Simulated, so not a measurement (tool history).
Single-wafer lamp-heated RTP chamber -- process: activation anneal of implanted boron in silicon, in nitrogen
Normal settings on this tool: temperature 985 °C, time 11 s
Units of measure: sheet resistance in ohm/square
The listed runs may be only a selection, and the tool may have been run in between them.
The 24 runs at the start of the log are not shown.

| run | day | temperature | time | wafers since the last listed run | wafers since the last pyrometer calibration | wafers since the reflector plate was cleaned | hours since the gauge calibration | read-back reference wafer on the same gauge, sheet resistance | sheet resistance |
|---|---|---|---|---|---|---|---|---|---|
| 25 | 66.050 | 998 | 8 | 1074 | 1574 | 4222 | 296.9 | 534.38 | 514.55 |
| 26 | 67.658 | 970 | 9 | 390 | 1964 | 4613 | 335.5 | 533.74 | 526.64 |
| 27 | 69.550 | 972 | 7 | 459 | 2424 | 5072 | 380.9 | 534.26 | 527.91 |
|  | 72.771 | reflector plate cleaned |
| 28 | 73.192 | 1000 | 5 | 803 | 3227 | 102 | 468.3 | 534.14 | 515.48 |
| 29 | 76.292 | 985 | 13 | 752 | 3980 | 855 | 542.7 | 534.39 | 518.61 |
| 30 | 80.021 | 985 | 7 | 905 | 4886 | 1760 | 632.2 | 533.32 | 520.01 |
|  | 80.562 | pyrometer window cleaned and pyrometer calibrated |
| 31 | 84.321 | 998 | 7 | 963 | 912 | 2724 | 735.4 | 533.85 | 514.49 |
| 32 | 88.354 | 1008 | 5 | 979 | 1891 | 3703 | 832.2 | 533.89 | 511.47 |
| 33 | 92.550 | 1007 | 16 | 1019 | 2910 | 4722 | 932.9 | 533.91 | 509.35 |
| 34 | 96.396 | 966 | 8 | 934 | 3844 | 5656 | 1025.2 | 533.82 | 533.81 |
|  | 98.150 | reflector plate cleaned |
| 35 | 98.171 | 1008 | 16 | 350 | 4194 | 4 | 1067.8 | 533.78 | 509.18 |
| 36 | 101.725 | 985 | 11 | 863 | 5058 | 868 | 1153.1 | 534.01 | 519.35 |
| 37 | 103.321 | 985 | 11 | 387 | 5445 | 1255 | 1191.4 | 534.22 | 519.28 |

3 options for the next run, each taken on its own from the tool as it stands now. Forecast them:
| A | 103.338 | 985 | 11 | 4 | 5449 | 1259 | 1191.8 | ? | ? |
| B | 103.338 | 968 | 9 | 4 | 5449 | 1259 | 1191.8 | ? | ? |
| C | 103.338 | 966 | 11 | 4 | 5449 | 1259 | 1191.8 | ? | ? |

| run | read-back reference wafer on the same gauge, sheet resistance | sheet resistance |
|---|---|---|
| A | 534.34 | 518.36 |
| B | 534.34 | 536.10 |
| C | 534.34 | 537.10 |
The same runs, with their run-to-run variation unchanged, on a tool lacking any hidden condition would have given:
| run | sheet resistance |
|---|---|
| A | 521.11 |
| B | 542.86 |
| C | 544.30 |
